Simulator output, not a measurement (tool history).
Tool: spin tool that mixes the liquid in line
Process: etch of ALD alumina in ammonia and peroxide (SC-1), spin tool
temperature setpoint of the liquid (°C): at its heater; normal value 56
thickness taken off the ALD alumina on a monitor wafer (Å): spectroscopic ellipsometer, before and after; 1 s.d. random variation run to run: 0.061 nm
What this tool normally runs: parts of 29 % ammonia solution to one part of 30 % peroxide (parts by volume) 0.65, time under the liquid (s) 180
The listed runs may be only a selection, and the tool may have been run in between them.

run     day  temperature setpoint of the liquid (°C)  parts of 29 % ammonia solution to one part of 30 % peroxide (parts by volume)  time under the liquid (s)  read-back film thickness of the ALD alumina reference wafer, read on the same gauge (nm)  thickness taken off the ALD alumina on a monitor wafer (Å)
  1       0                                       56                                                                           0.65                        180                                                                                     29.97                                                       137.4
      1.375  -- new drum of ammonia solution connected
  2   4.125                                       56                                                                           0.65                        180                                                                                     29.97                                                       138.1
  3   7.825                                       56                                                                           0.65                        180                                                                                     30.04                                                       137.4
  4  12.171                                       56                                                                           0.65                        180                                                                                     29.96                                                       136.9
  5  15.462                                       56                                                                           0.65                        180                                                                                     30.04                                                       136.9
  6  18.121                                       56                                                                           0.65                        180                                                                                        30                                                       136.9
     18.188  -- ammonia flow meter replaced
  7  20.658                                       56                                                                           0.65                        180                                                                                     29.97                                                       137.6
  8  23.954                                     50.5                                                                           0.65                        105                                                                                     30.03                                                        59.6
  9  26.138                                       56                                                                            0.4                        115                                                                                     30.01                                                        83.6
 10  29.329                                       56                                                                           0.65                        180                                                                                     30.04                                                       135.8
     33.654  -- gauge calibrated
      37.55  -- thermometer replaced
 11  38.988                                       56                                                                           0.75                        180                                                                                     30.04                                                         138
     41.979  -- new drum of ammonia solution connected
 12  43.221                                       56                                                                           0.65                        115                                                                                        30                                                        86.7
 13  45.458                                       56                                                                            0.5                         85                                                                                     29.99                                                        62.6
 14  49.654                                     63.5                                                                            0.8                        280                                                                                     30.04                                                       318.9
 15  53.967                                       56                                                                           0.95                        180                                                                                        30                                                       140.8
     55.517  -- heated supply line repaired
 16  56.329                                       56                                                                           0.65                        180                                                                                     30.05                                                       139.3
 17  60.092                                       56                                                                           0.65                        180                                                                                        30                                                       140.3
 18  63.946                                       56                                                                           0.65                         95                                                                                     30.04                                                        73.7
 19    66.5                                     46.5                                                                            0.5                        120                                                                                        30                                                        54.1
 20  69.271                                       62                                                                           0.75                        285                                                                                     29.98                                                       305.7
     75.929  -- new drum of ammonia solution connected
     76.088  -- ammonia flow meter replaced
 21  78.808                                     58.5                                                                           0.65                        115                                                                                     30.01                                                       100.9
     81.158  -- thermometer replaced
 22  82.525                                       56                                                                           0.65                        180                                                                                     29.98                                                         138
 23   85.35                                       56                                                                           0.65                        180                                                                                     30.02                                                       139.2
 24  87.554                                     61.5                                                                            0.5                         85                                                                                     30.03                                                        85.5
 25  95.292                                       56                                                                            0.8                        180                                                                                        30                                                       141.8
 26  99.167                                       62                                                                           0.65                        180                                                                                     30.01                                                       187.8

Predict each of these 3 candidate next runs independently; none follows another, all start after run 26:
  A  99.188                                       56                                                                           0.35                        180                                                                                         ?                                                           ?
  B  99.188                                       65                                                                           0.95                        215                                                                                         ?                                                           ?
  C  99.188                                       56                                                                           0.65                        265                                                                                         ?                                                           ?

run  read-back film thickness of the ALD alumina reference wafer, read on the same gauge (nm)  thickness taken off the ALD alumina on a monitor wafer (Å)
  A                                                                                     29.99                                                       131.2
  B                                                                                     29.99                                                       273.2
  C                                                                                     29.99                                                       204.8
Take away the tool's hidden state, keep each run's random variation, and the runs would have read:
run  thickness taken off the ALD alumina on a monitor wafer (Å)
  A                                                       133.7
  B                                                       278.2
  C                                                       208.7
